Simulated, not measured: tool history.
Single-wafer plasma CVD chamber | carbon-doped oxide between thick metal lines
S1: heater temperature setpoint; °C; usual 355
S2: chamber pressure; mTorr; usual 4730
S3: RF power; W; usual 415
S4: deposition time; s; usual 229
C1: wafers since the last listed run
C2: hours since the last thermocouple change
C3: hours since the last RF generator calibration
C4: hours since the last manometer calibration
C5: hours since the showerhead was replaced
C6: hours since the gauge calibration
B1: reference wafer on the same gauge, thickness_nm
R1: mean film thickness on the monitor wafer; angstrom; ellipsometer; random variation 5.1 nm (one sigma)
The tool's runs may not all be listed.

| run | hour | S1 | S2 | S3 | S4 | C1 | C2 | C3 | C4 | C5 | C6 | B1 | R1 |
|---|---|---|---|---|---|---|---|---|---|---|---|---|---|
| 1 | 0.0 | 355 | 4730 | 415 | 229 | 0 | 1400.4 | 1677.1 | 755.1 | 5089.8 | 3191.0 | 801.137 | 9940.98 |
| 2 | 38.0 | 355 | 4730 | 415 | 229 | 238 | 1438.4 | 1715.1 | 793.1 | 5127.8 | 3229.0 | 802.685 | 9902.68 |
|  | 111.5 | RF generator calibrated |
| 3 | 192.6 | 355 | 4730 | 415 | 229 | 919 | 1593.0 | 81.1 | 947.7 | 5282.4 | 3383.6 | 801.346 | 9930.01 |
| 4 | 273.1 | 355 | 4730 | 415 | 229 | 505 | 1673.5 | 161.6 | 1028.2 | 5362.9 | 3464.1 | 800.666 | 9986.79 |
| 5 | 324.5 | 355 | 3840 | 450 | 229 | 322 | 1724.9 | 213.0 | 1079.6 | 5414.3 | 3515.5 | 801.829 | 10094.95 |
|  | 554.0 | gauge calibrated |
| 6 | 635.7 | 355 | 5380 | 415 | 241 | 1952 | 2036.1 | 524.2 | 1390.8 | 5725.5 | 81.7 | 827.699 | 11218.43 |
| 7 | 726.8 | 355 | 5380 | 415 | 241 | 571 | 2127.2 | 615.3 | 1481.9 | 5816.6 | 172.8 | 823.914 | 11102.33 |
| 8 | 830.2 | 355 | 4730 | 380 | 208 | 648 | 2230.6 | 718.7 | 1585.3 | 5920.0 | 276.2 | 824.759 | 8671.26 |
|  | 933.8 | capacitance manometer re-zeroed and calibrated |
| 9 | 934.3 | 355 | 4730 | 415 | 229 | 602 | 2334.7 | 822.8 | 0.5 | 6024.1 | 380.3 | 820.838 | 10244.37 |
| 10 | 1007.1 | 355 | 4730 | 415 | 229 | 456 | 2407.5 | 895.6 | 73.3 | 6096.9 | 453.1 | 820.420 | 10229.76 |
| 11 | 1067.3 | 355 | 4730 | 440 | 271 | 377 | 2467.7 | 955.8 | 133.5 | 6157.1 | 513.3 | 818.110 | 12510.39 |
| 12 | 1105.6 | 363 | 4370 | 395 | 190 | 240 | 2506.0 | 994.1 | 171.8 | 6195.4 | 551.6 | 818.599 | 7903.37 |
| 13 | 1170.4 | 355 | 5530 | 455 | 200 | 406 | 2570.8 | 1058.9 | 236.6 | 6260.2 | 616.4 | 816.142 | 9705.65 |
| 14 | 1239.4 | 348 | 5880 | 465 | 184 | 432 | 2639.8 | 1127.9 | 305.6 | 6329.2 | 685.4 | 815.187 | 9244.26 |
| 15 | 1300.1 | 355 | 4730 | 415 | 229 | 380 | 2700.5 | 1188.6 | 366.3 | 6389.9 | 746.1 | 816.023 | 10143.75 |
| 16 | 1343.1 | 355 | 3590 | 450 | 229 | 269 | 2743.5 | 1231.6 | 409.3 | 6432.9 | 789.1 | 813.834 | 10131.65 |
| 17 | 1440.3 | 355 | 4730 | 435 | 229 | 609 | 2840.7 | 1328.8 | 506.5 | 6530.1 | 886.3 | 813.167 | 10392.50 |
| 18 | 1499.7 | 367 | 4040 | 485 | 252 | 372 | 2900.1 | 1388.2 | 565.9 | 6589.5 | 945.7 | 812.459 | 11640.21 |
|  | 1562.6 | showerhead replaced |
| 19 | 1591.9 | 367 | 4380 | 340 | 229 | 528 | 2992.3 | 1480.4 | 658.1 | 29.3 | 1037.9 | 810.285 | 8520.21 |
| 20 | 1688.8 | 355 | 4730 | 415 | 229 | 607 | 3089.2 | 1577.3 | 755.0 | 126.2 | 1134.8 | 811.819 | 10064.31 |
|  | 1756.9 | thermocouple changed; heater temperature recalibrated |
| 21 | 1780.4 | 342 | 4730 | 415 | 242 | 524 | 23.5 | 1668.9 | 846.6 | 217.8 | 1226.4 | 808.201 | 11053.20 |
|  | 1949.7 | RF generator calibrated |
| 22 | 2071.0 | 355 | 4730 | 415 | 229 | 1772 | 314.1 | 121.3 | 1137.2 | 508.4 | 1517.0 | 807.184 | 10096.91 |
| 23 | 2165.2 | 355 | 4730 | 390 | 268 | 590 | 408.3 | 215.5 | 1231.4 | 602.6 | 1611.2 | 805.141 | 11301.48 |
| 24 | 2256.4 | 355 | 4730 | 415 | 264 | 572 | 499.5 | 306.7 | 1322.6 | 693.8 | 1702.4 | 804.607 | 11491.67 |
| 25 | 2337.4 | 369 | 4730 | 345 | 205 | 508 | 580.5 | 387.7 | 1403.6 | 774.8 | 1783.4 | 804.192 | 7719.67 |
|  | 2410.7 | capacitance manometer re-zeroed and calibrated |
| 26 | 2437.9 | 355 | 4730 | 415 | 255 | 580 | 681.0 | 488.2 | 27.2 | 875.3 | 1883.9 | 803.733 | 11195.43 |
| 27 | 2582.6 | 355 | 4730 | 415 | 229 | 907 | 825.7 | 632.9 | 171.9 | 1020.0 | 2028.6 | 804.474 | 9964.24 |

Forecast each of these 5 alternatives for the next run:
| A | 2583.1 | 355 | 4730 | 415 | 229 | 3 | 826.2 | 633.4 | 172.4 | 1020.5 | 2029.1 | ? | ? |
| B | 2583.1 | 340 | 3820 | 370 | 200 | 3 | 826.2 | 633.4 | 172.4 | 1020.5 | 2029.1 | ? | ? |
| C | 2583.1 | 355 | 5430 | 345 | 229 | 3 | 826.2 | 633.4 | 172.4 | 1020.5 | 2029.1 | ? | ? |
| D | 2583.1 | 355 | 4200 | 380 | 208 | 3 | 826.2 | 633.4 | 172.4 | 1020.5 | 2029.1 | ? | ? |
| E | 2583.1 | 355 | 5200 | 415 | 229 | 3 | 826.2 | 633.4 | 172.4 | 1020.5 | 2029.1 | ? | ? |

| run | B1 | R1 |
|---|---|---|
| A | 801.823 | 9991.99 |
| B | 801.823 | 8051.96 |
| C | 801.823 | 9049.86 |
| D | 801.823 | 8372.81 |
| E | 801.823 | 10173.24 |
Without the tool's hidden state the same runs would have given:
| run | R1 |
|---|---|
| A | 10321.13 |
| B | 8317.21 |
| C | 9347.98 |
| D | 8648.62 |
| E | 10508.36 |
